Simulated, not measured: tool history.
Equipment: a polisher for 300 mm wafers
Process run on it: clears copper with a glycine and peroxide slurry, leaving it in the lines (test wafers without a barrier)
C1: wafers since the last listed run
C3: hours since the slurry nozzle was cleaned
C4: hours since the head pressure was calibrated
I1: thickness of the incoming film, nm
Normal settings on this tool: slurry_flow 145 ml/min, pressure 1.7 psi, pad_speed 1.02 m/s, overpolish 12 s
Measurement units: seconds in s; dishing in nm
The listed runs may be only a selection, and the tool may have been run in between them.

{"run": 1, "day": 0.0, "slurry_flow": 145, "pressure": 1.7, "pad_speed": 1.24, "overpolish": 12, "C1": 0, "wafers polished on this pad": 909, "C3": 219.6, "C4": 454.4, "I1": 361.7, "seconds": 81.2, "dishing": 35}
{"run": 2, "day": 2.592, "slurry_flow": 145, "pressure": 1.7, "pad_speed": 1.24, "overpolish": 12, "C1": 610, "wafers polished on this pad": 1519, "C3": 281.8, "C4": 516.6, "I1": 366.4, "seconds": 79, "dishing": 36.2}
{"run": 3, "day": 3.742, "slurry_flow": 125, "pressure": 1.4, "pad_speed": 1.02, "overpolish": 12, "C1": 270, "wafers polished on this pad": 1790, "C3": 309.4, "C4": 544.2, "I1": 359.4, "seconds": 106.9, "dishing": 28.4}
{"run": 4, "day": 5.729, "slurry_flow": 145, "pressure": 1.7, "pad_speed": 0.9, "overpolish": 12, "C1": 468, "wafers polished on this pad": 2258, "C3": 357.1, "C4": 591.9, "I1": 359.6, "seconds": 101.9, "dishing": 28.8}
{"run": 5, "day": 7.533, "slurry_flow": 145, "pressure": 1.7, "pad_speed": 0.9, "overpolish": 12, "C1": 424, "wafers polished on this pad": 2683, "C3": 400.4, "C4": 635.2, "I1": 364.6, "seconds": 101.6, "dishing": 29.2}
{"day": 7.971, "done": "worn pad replaced by a new one"}
{"day": 9.696, "done": "head pressure recalibrated"}
{"run": 6, "day": 9.717, "slurry_flow": 145, "pressure": 2, "pad_speed": 1.02, "overpolish": 12, "C1": 455, "wafers polished on this pad": 391, "C3": 452.8, "C4": 0.5, "I1": 365, "seconds": 83.3, "dishing": 34.9}
{"run": 7, "day": 11.383, "slurry_flow": 145, "pressure": 1.7, "pad_speed": 0.76, "overpolish": 10, "C1": 392, "wafers polished on this pad": 784, "C3": 492.8, "C4": 40.5, "I1": 352.9, "seconds": 113, "dishing": 22.6}
{"run": 8, "day": 13.208, "slurry_flow": 145, "pressure": 1.7, "pad_speed": 0.76, "overpolish": 10, "C1": 429, "wafers polished on this pad": 1213, "C3": 536.6, "C4": 84.3, "I1": 361.2, "seconds": 119.4, "dishing": 22.4}
{"run": 9, "day": 14.496, "slurry_flow": 145, "pressure": 1.7, "pad_speed": 0.76, "overpolish": 10, "C1": 303, "wafers polished on this pad": 1517, "C3": 567.5, "C4": 115.2, "I1": 360.2, "seconds": 118.7, "dishing": 22.2}
{"day": 17.646, "done": "worn pad replaced by a new one"}
{"run": 10, "day": 19.138, "slurry_flow": 145, "pressure": 1.7, "pad_speed": 1.02, "overpolish": 12, "C1": 1053, "wafers polished on this pad": 350, "C3": 678.9, "C4": 226.6, "I1": 360, "seconds": 97.8, "dishing": 30.1}
{"run": 11, "day": 20.721, "slurry_flow": 145, "pressure": 1.7, "pad_speed": 1.02, "overpolish": 12, "C1": 372, "wafers polished on this pad": 723, "C3": 716.9, "C4": 264.6, "I1": 357.3, "seconds": 97.4, "dishing": 30.2}
{"run": 12, "day": 23.1, "slurry_flow": 165, "pressure": 1.7, "pad_speed": 1.02, "overpolish": 12, "C1": 560, "wafers polished on this pad": 1284, "C3": 774, "C4": 321.7, "I1": 356.8, "seconds": 96.3, "dishing": 30.8}
{"day": 23.808, "done": "slurry nozzle cleaned"}
{"run": 13, "day": 24.575, "slurry_flow": 145, "pressure": 1.7, "pad_speed": 1.02, "overpolish": 12, "C1": 337, "wafers polished on this pad": 1621, "C3": 18.4, "C4": 357.1, "I1": 354.6, "seconds": 90.6, "dishing": 32.2}
{"run": 14, "day": 26.754, "slurry_flow": 130, "pressure": 1.7, "pad_speed": 1.02, "overpolish": 5, "C1": 513, "wafers polished on this pad": 2134, "C3": 70.7, "C4": 409.4, "I1": 365, "seconds": 96.1, "dishing": 14.3}
{"day": 28.967, "done": "worn pad replaced by a new one"}
{"run": 15, "day": 29.338, "slurry_flow": 145, "pressure": 1.7, "pad_speed": 1.02, "overpolish": 12, "C1": 569, "wafers polished on this pad": 87, "C3": 132.7, "C4": 471.4, "I1": 354, "seconds": 91.2, "dishing": 31.3}
{"run": 16, "day": 31.367, "slurry_flow": 145, "pressure": 1.7, "pad_speed": 1.02, "overpolish": 12, "C1": 477, "wafers polished on this pad": 565, "C3": 181.4, "C4": 520.1, "I1": 365.6, "seconds": 93.6, "dishing": 30.4}
{"run": 17, "day": 32.696, "slurry_flow": 145, "pressure": 1.7, "pad_speed": 1.12, "overpolish": 12, "C1": 313, "wafers polished on this pad": 878, "C3": 213.3, "C4": 552, "I1": 352.3, "seconds": 84.8, "dishing": 32.8}
{"run": 18, "day": 33.854, "slurry_flow": 145, "pressure": 1.7, "pad_speed": 0.76, "overpolish": 10, "C1": 272, "wafers polished on this pad": 1151, "C3": 241.1, "C4": 579.8, "I1": 354.6, "seconds": 112.9, "dishing": 23.1}
{"run": 19, "day": 36.812, "slurry_flow": 145, "pressure": 1.7, "pad_speed": 1.02, "overpolish": 12, "C1": 696, "wafers polished on this pad": 1847, "C3": 312.1, "C4": 650.8, "I1": 364, "seconds": 93.6, "dishing": 30.4}
{"run": 20, "day": 38.071, "slurry_flow": 145, "pressure": 1.7, "pad_speed": 1.02, "overpolish": 12, "C1": 296, "wafers polished on this pad": 2144, "C3": 342.3, "C4": 681, "I1": 361, "seconds": 93.1, "dishing": 30.8}
{"day": 39.721, "done": "head pressure recalibrated"}
{"day": 39.971, "done": "worn pad replaced by a new one"}
{"run": 21, "day": 40.95, "slurry_flow": 115, "pressure": 1.5, "pad_speed": 0.8, "overpolish": 8, "C1": 619, "wafers polished on this pad": 231, "C3": 411.4, "C4": 29.5, "I1": 360.4, "seconds": 127.7, "dishing": 16.4}
{"run": 22, "day": 42.204, "slurry_flow": 145, "pressure": 1.7, "pad_speed": 1.02, "overpolish": 9, "C1": 295, "wafers polished on this pad": 526, "C3": 441.5, "C4": 59.6, "I1": 356.5, "seconds": 93.4, "dishing": 24.8}
{"run": 23, "day": 44.15, "slurry_flow": 115, "pressure": 2.2, "pad_speed": 1.14, "overpolish": 19, "C1": 458, "wafers polished on this pad": 984, "C3": 488.2, "C4": 106.3, "I1": 362.4, "seconds": 75.5, "dishing": 54.5}
{"run": 24, "day": 45.954, "slurry_flow": 170, "pressure": 1.1, "pad_speed": 0.76, "overpolish": 5, "C1": 424, "wafers polished on this pad": 1409, "C3": 531.5, "C4": 149.6, "I1": 353, "seconds": 150.4, "dishing": 9.1}
{"run": 25, "day": 48.892, "slurry_flow": 145, "pressure": 1.9, "pad_speed": 1.02, "overpolish": 12, "C1": 691, "wafers polished on this pad": 2101, "C3": 602, "C4": 220.1, "I1": 360.7, "seconds": 88.8, "dishing": 31}
{"day": 50.65, "done": "worn pad replaced by a new one"}
{"run": 26, "day": 51.55, "slurry_flow": 160, "pressure": 1.7, "pad_speed": 0.84, "overpolish": 10, "C1": 586, "wafers polished on this pad": 211, "C3": 665.8, "C4": 283.9, "I1": 356.4, "seconds": 108, "dishing": 23.7}

Pick out some run-to-run changes in seconds. Of each, how much would a tool without hidden state show as well, from the settings, what came in and chance, and how much is left for the hidden state and any gauge scatter not in both results compared?
Hidden conditions of the tool in this case: removal rate lost through wear of the pad, %; slurry flow missing at the pad, %; deviation of the head's pressure from its setpoint, %.
Run 12 -> 13: slurry_flow 165 -> 145, slurry nozzle cleaned. seconds -5.7 s: hidden state -6.1, all else +0.4.
Run 23 -> 24: slurry_flow 115 -> 170, pressure 2.2 -> 1.1, pad_speed 1.14 -> 0.76, overpolish 19 -> 5. seconds +74.9 s: hidden state +2.6, all else +72.3.
Run 24 -> 25: slurry_flow 170 -> 145, pressure 1.1 -> 1.9, pad_speed 0.76 -> 1.02, overpolish 5 -> 12. seconds -61.6 s: hidden state -1, all else -60.6.
